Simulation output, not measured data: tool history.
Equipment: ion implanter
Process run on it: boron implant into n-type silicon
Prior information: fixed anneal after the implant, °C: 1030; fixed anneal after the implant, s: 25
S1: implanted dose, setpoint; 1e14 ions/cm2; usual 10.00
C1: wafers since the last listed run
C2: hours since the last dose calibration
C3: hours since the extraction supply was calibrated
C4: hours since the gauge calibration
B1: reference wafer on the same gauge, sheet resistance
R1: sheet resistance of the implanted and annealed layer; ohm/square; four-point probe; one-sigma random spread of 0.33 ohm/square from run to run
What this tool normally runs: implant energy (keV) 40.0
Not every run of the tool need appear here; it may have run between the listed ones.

run 1 day=0.000 | S1=10.00 implant_energy_(keV)=40.0 | C1=0 C2=589.8 C3=3801.4 C4=850.3 | B1=98.92 | R1=109.53
run 2 day=2.067 | S1=10.00 implant_energy_(keV)=40.0 | C1=1291 C2=639.4 C3=3851.0 C4=899.9 | B1=98.92 | R1=109.85
run 3 day=5.054 | S1=10.00 implant_energy_(keV)=40.0 | C1=1866 C2=711.1 C3=3922.7 C4=971.6 | B1=98.95 | R1=109.46
run 4 day=8.379 | S1=10.00 implant_energy_(keV)=40.0 | C1=2077 C2=790.9 C3=4002.5 C4=1051.4 | B1=99.00 | R1=109.69
run 5 day=12.462 | S1=10.00 implant_energy_(keV)=40.0 | C1=2551 C2=888.9 C3=4100.5 C4=1149.4 | B1=98.94 | R1=108.66
-- day=13.558 gauge calibrated
run 6 day=15.500 | S1=10.00 implant_energy_(keV)=40.0 | C1=1897 C2=961.8 C3=4173.4 C4=46.6 | B1=99.10 | R1=108.71
run 7 day=17.392 | S1=11.21 implant_energy_(keV)=47.0 | C1=1181 C2=1007.2 C3=4218.8 C4=92.0 | B1=99.04 | R1=97.53
run 8 day=21.479 | S1=12.05 implant_energy_(keV)=40.0 | C1=2553 C2=1105.3 C3=4316.9 C4=190.1 | B1=98.97 | R1=93.14
run 9 day=24.458 | S1=12.05 implant_energy_(keV)=40.0 | C1=1861 C2=1176.8 C3=4388.4 C4=261.6 | B1=98.96 | R1=92.70
run 10 day=26.821 | S1=11.49 implant_energy_(keV)=40.0 | C1=1476 C2=1233.5 C3=4445.1 C4=318.3 | B1=98.97 | R1=96.68
run 11 day=29.638 | S1=11.49 implant_energy_(keV)=40.0 | C1=1759 C2=1301.1 C3=4512.7 C4=385.9 | B1=99.05 | R1=97.04
run 12 day=33.225 | S1=10.00 implant_energy_(keV)=36.0 | C1=2241 C2=1387.2 C3=4598.8 C4=472.0 | B1=99.09 | R1=109.11
run 13 day=35.079 | S1=10.00 implant_energy_(keV)=36.0 | C1=1158 C2=1431.7 C3=4643.3 C4=516.5 | B1=99.03 | R1=109.17
run 14 day=39.504 | S1=10.00 implant_energy_(keV)=29.0 | C1=2764 C2=1537.9 C3=4749.5 C4=622.7 | B1=98.96 | R1=110.55
run 15 day=42.667 | S1=10.00 implant_energy_(keV)=30.5 | C1=1976 C2=1613.8 C3=4825.4 C4=698.6 | B1=98.95 | R1=110.86
run 16 day=44.479 | S1=11.78 implant_energy_(keV)=36.5 | C1=1132 C2=1657.3 C3=4868.9 C4=742.1 | B1=99.00 | R1=94.96
-- day=47.121 Faraday cup replaced and dose calibrated
run 17 day=48.962 | S1=8.39 implant_energy_(keV)=40.0 | C1=2593 C2=44.2 C3=4976.5 C4=849.7 | B1=98.89 | R1=129.08
-- day=50.446 extraction supply calibrated
run 18 day=51.612 | S1=11.67 implant_energy_(keV)=28.0 | C1=1447 C2=107.8 C3=28.0 C4=913.3 | B1=98.93 | R1=100.05
run 19 day=53.696 | S1=11.61 implant_energy_(keV)=26.5 | C1=1301 C2=157.8 C3=78.0 C4=963.3 | B1=98.90 | R1=100.38
-- day=56.908 gauge calibrated
run 20 day=66.429 | S1=10.00 implant_energy_(keV)=40.0 | C1=7956 C2=463.4 C3=383.6 C4=228.5 | B1=99.11 | R1=110.32
run 21 day=68.221 | S1=11.12 implant_energy_(keV)=46.0 | C1=1119 C2=506.4 C3=426.6 C4=271.5 | B1=98.96 | R1=100.21
run 22 day=71.221 | S1=7.14 implant_energy_(keV)=29.0 | C1=1874 C2=578.4 C3=498.6 C4=343.5 | B1=98.97 | R1=148.87
run 23 day=73.475 | S1=11.02 implant_energy_(keV)=27.5 | C1=1408 C2=632.5 C3=552.7 C4=397.6 | B1=99.12 | R1=102.80
run 24 day=77.438 | S1=10.00 implant_energy_(keV)=26.5 | C1=2475 C2=727.6 C3=647.8 C4=492.7 | B1=98.91 | R1=112.19
run 25 day=79.783 | S1=10.00 implant_energy_(keV)=40.0 | C1=1465 C2=783.9 C3=704.1 C4=549.0 | B1=98.94 | R1=109.22
run 26 day=81.300 | S1=10.00 implant_energy_(keV)=40.0 | C1=947 C2=820.3 C3=740.5 C4=585.4 | B1=99.05 | R1=108.64
run 27 day=85.746 | S1=7.59 implant_energy_(keV)=31.5 | C1=2777 C2=927.0 C3=847.2 C4=692.1 | B1=98.99 | R1=139.47
run 28 day=88.342 | S1=7.43 implant_energy_(keV)=26.5 | C1=1621 C2=989.3 C3=909.5 C4=754.4 | B1=99.02 | R1=144.39
run 29 day=91.317 | S1=10.00 implant_energy_(keV)=40.0 | C1=1858 C2=1060.7 C3=980.9 C4=825.8 | B1=99.14 | R1=108.94

A few steps of R1 between consecutive runs. Split each: what settings, incoming material and random variation would produce without the hidden state, and what is left over for the hidden state, along with gauge scatter present in only one of the two compared results (measured, and without hidden state):
Hidden state present: deviation of the true dose from the Faraday cup's reading, %; deviation of the true energy from its setpoint, %; gauge reads high (%).
Run 16 -> 17: S1 11.78 -> 8.39, implant energy (keV) 36.5 -> 40.0, Faraday cup replaced and dose calibrated. R1 +34.12 ohm/square: hidden state +3.03, all else +31.09.
Run 21 -> 22: S1 11.12 -> 7.14, implant energy (keV) 46.0 -> 29.0. R1 +48.66 ohm/square: hidden state -1.38, all else +50.04.
Run 22 -> 23: S1 7.14 -> 11.02, implant energy (keV) 29.0 -> 27.5. R1 -46.07 ohm/square: hidden state +1.01, all else -47.08.

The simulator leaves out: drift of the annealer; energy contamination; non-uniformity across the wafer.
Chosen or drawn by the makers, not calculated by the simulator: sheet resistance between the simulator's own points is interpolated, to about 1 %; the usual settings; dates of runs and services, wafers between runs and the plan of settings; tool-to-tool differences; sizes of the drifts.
